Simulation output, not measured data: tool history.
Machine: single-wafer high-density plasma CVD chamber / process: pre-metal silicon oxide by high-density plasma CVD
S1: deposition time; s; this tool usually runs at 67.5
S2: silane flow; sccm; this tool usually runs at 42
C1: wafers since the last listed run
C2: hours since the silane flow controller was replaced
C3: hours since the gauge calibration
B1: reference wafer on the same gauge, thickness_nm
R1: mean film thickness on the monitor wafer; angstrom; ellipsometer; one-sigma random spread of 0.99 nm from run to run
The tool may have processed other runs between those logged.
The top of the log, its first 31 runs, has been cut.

{"run": 32, "day": 123.912, "S1": 67.5, "S2": 42, "C1": 866, "C2": 1184.8, "C3": 1707.4, "B1": 228.646, "R1": 2706.56}
{"run": 33, "day": 126.658, "S1": 59.3, "S2": 47, "C1": 1378, "C2": 1250.7, "C3": 1773.3, "B1": 228.934, "R1": 2652.25}
{"run": 34, "day": 133.929, "S1": 67.5, "S2": 44, "C1": 3650, "C2": 1425.2, "C3": 1947.8, "B1": 228.792, "R1": 2838.65}
{"run": 35, "day": 138.146, "S1": 67.5, "S2": 42, "C1": 2117, "C2": 1526.4, "C3": 2049.0, "B1": 228.866, "R1": 2697.09}
{"run": 36, "day": 141.971, "S1": 59.6, "S2": 45, "C1": 1920, "C2": 1618.2, "C3": 2140.8, "B1": 228.833, "R1": 2538.47}
{"run": 37, "day": 145.854, "S1": 57.0, "S2": 36, "C1": 1949, "C2": 1711.4, "C3": 2234.0, "B1": 228.985, "R1": 1949.83}
{"run": 38, "day": 148.462, "S1": 75.4, "S2": 42, "C1": 1309, "C2": 1774.0, "C3": 2296.6, "B1": 229.272, "R1": 2985.9}
{"run": 39, "day": 150.083, "S1": 75.5, "S2": 50, "C1": 813, "C2": 1812.9, "C3": 2335.5, "B1": 229.137, "R1": 3570.1}
{"run": 40, "day": 152.154, "S1": 54.2, "S2": 42, "C1": 1039, "C2": 1862.6, "C3": 2385.2, "B1": 228.859, "R1": 2132.12}
{"run": 41, "day": 156.612, "S1": 74.3, "S2": 35, "C1": 2238, "C2": 1969.6, "C3": 2492.2, "B1": 229.086, "R1": 2447.97}
{"run": 42, "day": 158.75, "S1": 67.5, "S2": 42, "C1": 1073, "C2": 2020.9, "C3": 2543.5, "B1": 229.07, "R1": 2661.79}
{"run": 43, "day": 163.158, "S1": 59.3, "S2": 47, "C1": 2213, "C2": 2126.7, "C3": 2649.3, "B1": 229.011, "R1": 2625.13}
{"run": 44, "day": 166.529, "S1": 58.7, "S2": 35, "C1": 1692, "C2": 2207.6, "C3": 2730.2, "B1": 228.896, "R1": 1930.74}

What if the next run were any one of these 3? Each begins from the tool's condition after run 44:
{"run": "A", "day": 166.546, "S1": 67.5, "S2": 42, "C1": 8, "C2": 2208.0, "C3": 2730.6, "B1": "?", "R1": "?"}
{"run": "B", "day": 166.546, "S1": 57.0, "S2": 46, "C1": 8, "C2": 2208.0, "C3": 2730.6, "B1": "?", "R1": "?"}
{"run": "C", "day": 166.546, "S1": 57.3, "S2": 36, "C1": 8, "C2": 2208.0, "C3": 2730.6, "B1": "?", "R1": "?"}

run=A B1=228.910 R1=2677.61
run=B B1=228.910 R1=2476.44
run=C B1=228.910 R1=1948.28
With the hidden condition removed and each run's random variation left untouched, the same runs would have given:
run=A R1=2716.87
run=B R1=2512.74
run=C R1=1976.84

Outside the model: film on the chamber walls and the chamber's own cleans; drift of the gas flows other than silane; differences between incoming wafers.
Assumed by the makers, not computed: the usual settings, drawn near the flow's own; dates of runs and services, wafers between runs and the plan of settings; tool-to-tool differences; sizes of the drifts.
